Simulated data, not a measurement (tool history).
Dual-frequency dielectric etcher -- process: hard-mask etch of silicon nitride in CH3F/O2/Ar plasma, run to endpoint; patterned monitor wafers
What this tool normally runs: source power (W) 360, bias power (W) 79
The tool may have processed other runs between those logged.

run	hour	source power (W)	bias power (W)	incoming incoming film thickness, nm	endpoint time (s)
1	0.0	360	79	45.51	65.2
2	33.1	360	79	45.81	66.7
3	52.8	360	79	45.77	66.5
4	85.9	360	79	45.72	68.2
5	119.5	360	79	45.43	67.1
6	143.0	360	79	45.95	67.0
7	166.1	360	79	45.07	66.4
8	192.5	360	79	45.68	68.5
9	219.2	360	79	45.60	67.4
10	244.6	360	79	45.64	68.2
11	270.0	360	79	45.17	67.1
12	298.8	360	79	45.76	67.7
13	316.1	360	79	45.59	68.1
# hour 335.9: bias power generator calibrated
14	341.7	360	98	45.81	63.4
15	371.6	360	79	45.74	67.9
16	392.8	410	66	45.56	68.5
# hour 439.0: wet clean of the chamber
# hour 441.3: source power generator calibrated
17	441.8	410	79	45.22	62.0
18	445.6	360	79	44.90	63.4
19	479.2	270	89	45.79	71.2
20	514.2	330	96	45.48	63.6
# hour 573.8: upper electrode replaced
21	603.3	330	95	45.87	64.6
22	634.7	360	79	45.52	66.7
23	659.2	290	96	45.70	68.3
24	710.4	360	98	45.97	61.6
25	723.7	400	70	45.29	65.7
26	740.4	360	79	45.62	67.5

What the log doesn't show, run by run:
source power that arrives over what is set, %: 0, the same for each run
bias power that arrives over what is set, %: 0, the same for each run
H1: etch rate over this chamber's usual, %
run	H1
1	-1.22
2	-1.54
3	-1.73
4	-2.05
5	-2.37
6	-2.6
7	-2.82
8	-3.08
9	-3.33
10	-3.58
11	-3.82
12	-4.1
13	-4.27
14	-4.52
15	-4.81
16	-5.01
17	-0.116
18	-0.152
19	-0.477
20	-0.815
21	-1.68
22	-1.98
23	-2.21
24	-2.71
25	-2.84
26	-3
